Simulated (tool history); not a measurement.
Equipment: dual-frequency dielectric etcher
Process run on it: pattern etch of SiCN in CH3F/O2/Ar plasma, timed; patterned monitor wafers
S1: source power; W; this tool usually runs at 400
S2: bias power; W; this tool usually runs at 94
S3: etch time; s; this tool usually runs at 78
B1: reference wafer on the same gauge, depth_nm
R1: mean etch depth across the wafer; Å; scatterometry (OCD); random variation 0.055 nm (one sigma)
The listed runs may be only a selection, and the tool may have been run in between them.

run 1 hour=0 | S1=370 S2=94 S3=78 | B1=30.9 | R1=355.9
run 2 hour=15.9 | S1=370 S2=94 S3=78 | B1=30.9 | R1=355.4
run 3 hour=41.5 | S1=400 S2=94 S3=78 | B1=30.89 | R1=366.2
run 4 hour=74.2 | S1=400 S2=94 S3=78 | B1=30.89 | R1=366.5
run 5 hour=104.3 | S1=400 S2=94 S3=78 | B1=30.89 | R1=365.8
run 6 hour=120 | S1=400 S2=94 S3=78 | B1=30.89 | R1=365
run 7 hour=140.2 | S1=480 S2=94 S3=78 | B1=30.91 | R1=393.2
run 8 hour=166.5 | S1=480 S2=94 S3=78 | B1=30.9 | R1=392.5
run 9 hour=197.6 | S1=400 S2=102 S3=89 | B1=30.91 | R1=431.5
run 10 hour=230.7 | S1=350 S2=101 S3=78 | B1=30.89 | R1=355.5
-- hour=239.8 source power generator calibrated
-- hour=273.2 upper electrode replaced
-- hour=277.7 gauge calibrated
-- hour=278.6 wet clean of the chamber
run 11 hour=279.1 | S1=340 S2=94 S3=58.5 | B1=30.9 | R1=258.6
run 12 hour=287.2 | S1=400 S2=94 S3=78 | B1=30.9 | R1=367.3
run 13 hour=305.8 | S1=440 S2=102 S3=91 | B1=30.9 | R1=461.3
-- hour=348 bias power generator calibrated
run 14 hour=397.4 | S1=400 S2=106 S3=60.5 | B1=30.9 | R1=299.5
run 15 hour=445.3 | S1=430 S2=83 S3=72 | B1=30.9 | R1=330.4
run 16 hour=468.8 | S1=400 S2=94 S3=78 | B1=30.9 | R1=366.8
run 17 hour=486 | S1=450 S2=110 S3=78 | B1=30.89 | R1=409.2

Forecast each of these 3 alternatives for the next run:
run A hour=486.4 | S1=400 S2=83 S3=78 | B1=? | R1=?
run B hour=486.4 | S1=460 S2=78 S3=64 | B1=? | R1=?
run C hour=486.4 | S1=370 S2=113 S3=89 | B1=? | R1=?

run=A B1=30.89 R1=347.6
run=B B1=30.89 R1=294.2
run=C B1=30.89 R1=437.5
With no hidden state in the tool, these same runs would have given:
run=A R1=349.5
run=B R1=295.8
run=C R1=439.9
